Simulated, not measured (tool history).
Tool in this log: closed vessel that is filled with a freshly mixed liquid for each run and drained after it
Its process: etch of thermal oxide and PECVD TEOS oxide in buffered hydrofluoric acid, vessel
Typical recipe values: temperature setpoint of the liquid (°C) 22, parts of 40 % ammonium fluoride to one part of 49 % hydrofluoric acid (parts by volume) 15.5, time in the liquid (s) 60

run    day  temperature setpoint of the liquid (°C)  parts of 40 % ammonium fluoride to one part of 49 % hydrofluoric acid (parts by volume)  time in the liquid (s)  read-back film thickness of the thermal oxide reference wafer, read on the same gauge (nm)  read-back film thickness of the PECVD TEOS oxide reference wafer, read on the same gauge (nm)  thickness taken off the thermal oxide on a monitor wafer (Å)  thickness taken off the PECVD TEOS oxide on a monitor wafer (Å)
  1      0                                       22                                                                                     15.5                      45                                                                                       40.06                                                                                         119.99                                                         238.8                                                            554.8
  2  0.329                                       22                                                                                     15.5                      60                                                                                       39.98                                                                                            120                                                         317.6                                                            741.8
  3  0.788                                       22                                                                                     15.5                      60                                                                                       40.02                                                                                         120.03                                                         317.9                                                            737.6
     1.338  -- gauge calibrated
  4  1.529                                     18.5                                                                                     18.5                      60                                                                                       40.03                                                                                            120                                                         221.5                                                            513.7
  5  2.088                                     18.5                                                                                     18.5                      60                                                                                       39.98                                                                                            120                                                         220.6                                                            509.4
  6  2.575                                       22                                                                                     15.5                      60                                                                                       40.03                                                                                         119.97                                                         315.6                                                            734.8
  7  2.858                                       22                                                                                     15.5                      60                                                                                       39.98                                                                                         119.99                                                         315.3                                                            746.3
  8  3.142                                       22                                                                                     15.5                      60                                                                                       39.97                                                                                         119.98                                                         315.2                                                            724.2
  9  3.775                                       22                                                                                     15.5                      60                                                                                       40.01                                                                                         119.98                                                         314.2                                                            717.5
     4.175  -- hydrofluoric acid flow meter replaced
 10  4.204                                       22                                                                                     15.5                      60                                                                                       39.98                                                                                            120                                                         358.1                                                            815.2
 11  4.646                                       22                                                                                       18                      85                                                                                       39.95                                                                                         119.99                                                         438.1                                                           1009.7
 12    4.9                                       22                                                                                     15.5                      60                                                                                       39.96                                                                                         120.01                                                         356.2                                                            835.5
 13  5.288                                       19                                                                                       12                      35                                                                                          40                                                                                         120.04                                                         225.7                                                            528.3
 14  5.704                                       26                                                                                       13                      95                                                                                       39.99                                                                                         120.02                                                         839.8                                                           1951.1
 15      6                                       22                                                                                     15.5                      60                                                                                       39.98                                                                                         120.04                                                           356                                                            836.9
     6.042  -- gauge calibrated
     6.425  -- thermometer replaced
 16  6.479                                       22                                                                                     15.5                      30                                                                                          40                                                                                         119.99                                                           198                                                            459.2
 17  7.146                                       22                                                                                     15.5                      60                                                                                       39.96                                                                                         120.02                                                         393.9                                                            906.1
 18  7.583                                       22                                                                                     15.5                      60                                                                                       39.97                                                                                         119.99                                                           393                                                            917.2
 19   7.85                                       26                                                                                     17.5                      60                                                                                       39.98                                                                                         119.98                                                         434.5                                                           1018.3
 20  8.321                                       22                                                                                     10.5                      60                                                                                       40.03                                                                                         119.99                                                         576.6                                                           1348.7
 21  8.571                                     24.5                                                                                       18                      45                                                                                       40.04                                                                                            120                                                         291.7                                                            679.4

Below are 3 alternative next runs, each starting from the tool's condition after run 21. Predict each:
  A  8.6                                       19                                                                                     15.5                      60                                                                                           ?                                                                                              ?                                                             ?                                                                ?
  B  8.6                                     26.5                                                                                     15.5                      60                                                                                           ?                                                                                              ?                                                             ?                                                                ?
  C  8.6                                     17.5                                                                                     11.5                      60                                                                                           ?                                                                                              ?                                                             ?                                                                ?

run  read-back film thickness of the thermal oxide reference wafer, read on the same gauge (nm)  read-back film thickness of the PECVD TEOS oxide reference wafer, read on the same gauge (nm)  thickness taken off the thermal oxide on a monitor wafer (Å)  thickness taken off the PECVD TEOS oxide on a monitor wafer (Å)
  A                                                                                       40.07                                                                                         119.99                                                         332.1                                                            769.2
  B                                                                                       40.07                                                                                         119.99                                                         502.4                                                           1163.6
  C                                                                                       40.07                                                                                         119.99                                                         408.8                                                            946.9
The same runs, with their run-to-run variation unchanged, on a tool lacking any hidden condition would have given:
run  thickness taken off the thermal oxide on a monitor wafer (Å)  thickness taken off the PECVD TEOS oxide on a monitor wafer (Å)
  A                                                         342.6                                                            793.5
  B                                                         517.9                                                           1199.5
  C                                                         421.8                                                            976.9

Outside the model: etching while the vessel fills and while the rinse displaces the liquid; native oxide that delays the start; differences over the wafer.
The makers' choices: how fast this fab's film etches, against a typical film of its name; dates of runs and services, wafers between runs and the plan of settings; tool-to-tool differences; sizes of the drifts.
